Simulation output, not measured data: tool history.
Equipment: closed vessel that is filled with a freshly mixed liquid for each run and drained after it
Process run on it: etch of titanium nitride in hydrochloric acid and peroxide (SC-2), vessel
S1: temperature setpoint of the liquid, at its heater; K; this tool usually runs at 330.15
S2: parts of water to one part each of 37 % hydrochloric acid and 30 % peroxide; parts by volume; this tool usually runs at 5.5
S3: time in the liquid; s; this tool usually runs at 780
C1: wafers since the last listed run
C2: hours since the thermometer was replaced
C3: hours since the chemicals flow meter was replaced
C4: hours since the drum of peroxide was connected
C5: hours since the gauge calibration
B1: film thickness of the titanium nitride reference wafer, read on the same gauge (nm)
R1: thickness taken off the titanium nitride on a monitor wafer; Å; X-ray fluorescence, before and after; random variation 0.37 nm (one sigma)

| run | hour | S1 | S2 | S3 | C1 | C2 | C3 | C4 | C5 | B1 | R1 |
|---|---|---|---|---|---|---|---|---|---|---|---|
| 1 | 0 | 330.15 | 5.5 | 780 | 0 | 361.7 | 556.1 | 512.4 | 2390.4 | 150.03 | 442.9 |
|  | 68.5 | new drum of peroxide connected |
| 2 | 98.1 | 330.15 | 5.5 | 780 | 5450 | 459.8 | 654.2 | 29.6 | 2488.5 | 150 | 441.8 |
|  | 127.1 | thermometer replaced |
| 3 | 235.2 | 330.15 | 5 | 975 | 7640 | 108.1 | 791.3 | 166.7 | 2625.6 | 150.02 | 588.8 |
| 4 | 299.3 | 330.15 | 5 | 975 | 3598 | 172.2 | 855.4 | 230.8 | 2689.7 | 149.99 | 595.6 |
| 5 | 374.9 | 336.15 | 5.5 | 780 | 4243 | 247.8 | 931 | 306.4 | 2765.3 | 150.03 | 648.2 |
| 6 | 422.3 | 336.15 | 5.5 | 780 | 2660 | 295.2 | 978.4 | 353.8 | 2812.7 | 150.02 | 652.4 |
| 7 | 481.1 | 330.15 | 5.5 | 780 | 3300 | 354 | 1037.2 | 412.6 | 2871.5 | 150 | 441.8 |
|  | 558.4 | gauge calibrated |
| 8 | 582.3 | 330.15 | 5.5 | 780 | 5681 | 455.2 | 1138.4 | 513.8 | 23.9 | 149.98 | 439.2 |
|  | 624.4 | new drum of peroxide connected |
|  | 702.3 | thermometer replaced |
| 9 | 841.4 | 330.15 | 5.5 | 780 | 14432 | 139.1 | 1397.5 | 217 | 283 | 149.99 | 443.1 |
| 10 | 906.4 | 335.65 | 7.5 | 780 | 3648 | 204.1 | 1462.5 | 282 | 348 | 149.99 | 493.1 |
| 11 | 995.7 | 335.65 | 7.5 | 780 | 5013 | 293.4 | 1551.8 | 371.3 | 437.3 | 149.99 | 497.1 |
| 12 | 1046 | 330.15 | 5.5 | 780 | 2823 | 343.7 | 1602.1 | 421.6 | 487.6 | 150.02 | 435 |
|  | 1095.4 | new drum of peroxide connected |
| 13 | 1153.6 | 330.15 | 5.5 | 780 | 5984 | 451.3 | 1709.7 | 58.2 | 595.2 | 149.98 | 445.2 |
| 14 | 1229.8 | 334.15 | 7.5 | 780 | 4277 | 527.5 | 1785.9 | 134.4 | 671.4 | 149.99 | 443 |
|  | 1236.8 | chemicals flow meter replaced |
|  | 1245.4 | thermometer replaced |
| 15 | 1277.9 | 330.15 | 6.5 | 1170 | 2587 | 32.5 | 41.1 | 182.5 | 719.5 | 150.02 | 585.8 |
| 16 | 1349.2 | 325.65 | 4 | 780 | 4002 | 103.8 | 112.4 | 253.8 | 790.8 | 149.97 | 408.8 |
| 17 | 1401.1 | 322.65 | 5.5 | 515 | 2913 | 155.7 | 164.3 | 305.7 | 842.7 | 149.99 | 178 |
| 18 | 1509 | 327.15 | 5.5 | 650 | 6057 | 263.6 | 272.2 | 413.6 | 950.6 | 150.01 | 304.6 |
| 19 | 1594.2 | 330.15 | 5.5 | 780 | 4782 | 348.8 | 357.4 | 498.8 | 1035.8 | 149.99 | 436.8 |
|  | 1636.6 | new drum of peroxide connected |
| 20 | 1675 | 330.15 | 5.5 | 320 | 4479 | 429.6 | 438.2 | 38.4 | 1116.6 | 150.01 | 179.5 |
| 21 | 1756.9 | 330.15 | 5.5 | 1025 | 4597 | 511.5 | 520.1 | 120.3 | 1198.5 | 150.01 | 577.1 |
| 22 | 1813.1 | 339.65 | 4 | 1185 | 3154 | 567.7 | 576.3 | 176.5 | 1254.7 | 150.01 | 1496.2 |
|  | 1817.3 | thermometer replaced |
| 23 | 1903.9 | 335.65 | 7.5 | 780 | 5041 | 86.6 | 667.1 | 267.3 | 1345.5 | 150.04 | 495.6 |
| 24 | 1988.9 | 336.65 | 4.5 | 415 | 4771 | 171.6 | 752.1 | 352.3 | 1430.5 | 150 | 411.3 |
| 25 | 2059 | 339.15 | 5.5 | 955 | 3935 | 241.7 | 822.2 | 422.4 | 1500.6 | 149.99 | 953.1 |
| 26 | 2098.8 | 326.65 | 4.5 | 1160 | 2234 | 281.5 | 862 | 462.2 | 1540.4 | 150.01 | 610.1 |
| 27 | 2150.1 | 336.65 | 5.5 | 780 | 2879 | 332.8 | 913.3 | 513.5 | 1591.7 | 150.02 | 659.2 |
|  | 2237.9 | new drum of peroxide connected |
| 28 | 2240.8 | 330.15 | 5.5 | 780 | 5035 | 423.5 | 1004 | 2.9 | 1682.4 | 149.99 | 438 |
| 29 | 2318 | 335.15 | 4 | 780 | 4333 | 500.7 | 1081.2 | 80.1 | 1759.6 | 149.97 | 753.8 |
|  | 2330 | thermometer replaced |
| 30 | 2392.7 | 320.65 | 4 | 780 | 4137 | 62.7 | 1155.9 | 154.8 | 1834.3 | 150.01 | 289.4 |

What was the tool's hidden state at every run in the log?
liquid colder than its thermometer reads (K): 0, the same for each run
chemicals flow below the setpoint (%): 0, the same for each run
peroxide weaker than its label (%): 0, the same for each run
gauge reads high (%): 0, the same for each run
